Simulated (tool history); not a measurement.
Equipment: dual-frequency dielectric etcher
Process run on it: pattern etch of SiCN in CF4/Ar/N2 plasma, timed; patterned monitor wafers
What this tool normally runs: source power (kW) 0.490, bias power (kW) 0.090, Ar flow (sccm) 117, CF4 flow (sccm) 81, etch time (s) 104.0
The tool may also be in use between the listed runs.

run,hour,source power (kW),bias power (kW),Ar flow (sccm),CF4 flow (sccm),etch time (s),"read-back reference wafer on the same gauge, depth_nm",mean etch depth across the wafer (angstrom)
1,0.0,0.490,0.090,117,81,104.0,98.1,1044
2,17.0,0.490,0.090,117,81,104.0,98.0,1037
3,52.0,0.570,0.090,117,81,96.5,97.9,1113
4,104.3,0.570,0.090,117,81,96.5,97.8,1124
5,118.3,0.490,0.090,117,81,96.5,98.0,978
6,176.7,0.490,0.090,117,81,96.5,98.1,976
7,231.2,0.490,0.090,117,81,104.0,97.9,1069
8,268.1,0.530,0.082,93,92,104.0,98.0,1128
9,323.1,0.410,0.090,117,81,127.5,98.1,1116
10,363.3,0.490,0.090,89,91,126.5,97.9,1353
11,407.0,0.490,0.081,128,81,133.5,98.1,1294
12,445.2,0.490,0.108,117,64,104.0,97.9,1177
13,479.4,0.560,0.090,117,88,131.5,97.9,1576
14,529.8,0.410,0.103,117,81,104.0,98.0,958
15,596.9,0.570,0.090,117,81,96.5,98.0,1123
16,770.1,0.490,0.083,96,81,104.0,98.0,1031
17,803.9,0.410,0.090,117,81,127.5,98.0,1123
18,870.0,0.460,0.090,117,81,104.0,97.9,1027
19,910.1,0.490,0.081,128,81,133.5,98.0,1301
20,971.6,0.490,0.076,100,81,116.5,98.1,1135
21,1040.4,0.490,0.090,117,81,113.5,98.0,1136
22,1162.0,0.490,0.090,117,81,104.0,98.0,1064

Withheld: 8 entries from between the runs. Position of each, and hidden state at the listed run before versus the listed run after:
Between runs 2 and 3: source power generator calibrated (hour 34.9)
  etch rate over this chamber's usual, %: -0.36 -> 0.00862
  the result without the hidden state subtracted from the measured one, mean etch depth across the wafer (angstrom): -4 -> +0
Between runs 3 and 4: upper electrode replaced (hour 103.8)
  etch rate over this chamber's usual, %: 0.00862 -> 0.56
  the result without the hidden state subtracted from the measured one, mean etch depth across the wafer (angstrom): +0 -> +6
Between runs 5 and 6: Ar flow controller replaced (hour 137.6)
  etch rate over this chamber's usual, %: 0.707 -> 1.32
  the result without the hidden state subtracted from the measured one, mean etch depth across the wafer (angstrom): +6 -> +13
Between runs 13 and 14: wet clean of the chamber (hour 524.7)
  etch rate over this chamber's usual, %: 4.51 -> 0.497
  the result without the hidden state subtracted from the measured one, mean etch depth across the wafer (angstrom): +68 -> +4
Between runs 15 and 16: gauge calibrated (hour 612.0); bias power generator calibrated (hour 666.0)
  etch rate over this chamber's usual, %: 1.2 -> 3.03
  the result without the hidden state subtracted from the measured one, mean etch depth across the wafer (angstrom): +14 -> +31
Between runs 16 and 17: CF4 flow controller replaced (hour 792.0)
  etch rate over this chamber's usual, %: 3.03 -> 3.39
  the result without the hidden state subtracted from the measured one, mean etch depth across the wafer (angstrom): +31 -> +37
Between runs 20 and 21: wet clean of the chamber (hour 1021.2)
  etch rate over this chamber's usual, %: 5.15 -> 0.137
  the result without the hidden state subtracted from the measured one, mean etch depth across the wafer (angstrom): +56 -> +2

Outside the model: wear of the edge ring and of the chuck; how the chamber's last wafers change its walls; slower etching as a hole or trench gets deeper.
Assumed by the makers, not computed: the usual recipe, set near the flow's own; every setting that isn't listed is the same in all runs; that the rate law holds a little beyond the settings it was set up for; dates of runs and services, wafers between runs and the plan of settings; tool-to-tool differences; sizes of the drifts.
